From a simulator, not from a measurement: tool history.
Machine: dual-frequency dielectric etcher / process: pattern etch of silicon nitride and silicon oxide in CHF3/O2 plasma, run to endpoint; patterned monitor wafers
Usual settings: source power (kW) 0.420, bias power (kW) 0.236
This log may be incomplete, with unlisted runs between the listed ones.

run	hour	source power (kW)	bias power (kW)	incoming incoming film thickness, nm	endpoint time (s)
1	0.0	0.460	0.272	285.2	187.8
2	26.4	0.420	0.212	284.5	207.6
3	48.0	0.420	0.254	284.8	198.8
4	76.2	0.420	0.254	286.9	201.8
5	105.5	0.420	0.254	283.5	195.4
6	138.4	0.420	0.236	283.1	201.8
7	185.0	0.440	0.271	284.4	190.0
8	206.8	0.440	0.271	282.1	189.9
9	223.3	0.440	0.271	284.1	191.5
10	243.7	0.480	0.236	286.8	193.2
11	259.2	0.480	0.236	285.9	193.5
12	283.0	0.470	0.277	285.6	185.1
# hour 293.8: source power generator calibrated
13	304.5	0.470	0.277	283.4	184.7
14	327.0	0.470	0.277	289.2	189.7
15	342.5	0.420	0.236	284.8	206.0
16	372.4	0.420	0.236	287.4	205.8
17	407.2	0.380	0.278	287.8	207.1
# hour 411.2: bias power generator calibrated
18	429.9	0.420	0.236	283.3	205.2
19	445.0	0.420	0.236	283.0	201.3
# hour 481.6: upper electrode replaced
20	482.1	0.420	0.236	285.3	206.3
21	492.1	0.420	0.236	282.9	205.4
22	518.8	0.380	0.287	287.1	207.5
23	532.1	0.340	0.213	285.8	235.7
# hour 572.8: wet clean of the chamber
24	573.3	0.420	0.279	288.0	206.9
25	575.1	0.370	0.236	285.7	229.0
26	602.4	0.420	0.202	284.7	220.4
27	695.4	0.460	0.195	287.7	218.7
# hour 722.9: wet clean of the chamber, repeated, since the last time left the tool worse
28	723.4	0.340	0.292	281.4	206.5
29	738.1	0.420	0.236	284.9	202.5
30	763.6	0.450	0.236	286.2	194.9
31	784.4	0.500	0.291	284.3	176.8
32	807.6	0.460	0.192	285.4	204.1
33	836.4	0.420	0.236	287.4	205.0
34	848.8	0.470	0.236	285.6	192.9
35	860.9	0.420	0.236	284.9	202.4

What if the next run were any one of these 4? Each begins from the tool's condition after run 35:
A	861.4	0.420	0.236	284.4	?
B	861.4	0.390	0.194	284.4	?
C	861.4	0.360	0.293	284.4	?
D	861.4	0.380	0.211	284.4	?

run	endpoint time (s)
A	203.0
B	220.1
C	206.0
D	218.5
What these runs would have given with no unlogged condition in the tool:
run	endpoint time (s)
A	200.9
B	217.9
C	203.8
D	216.2
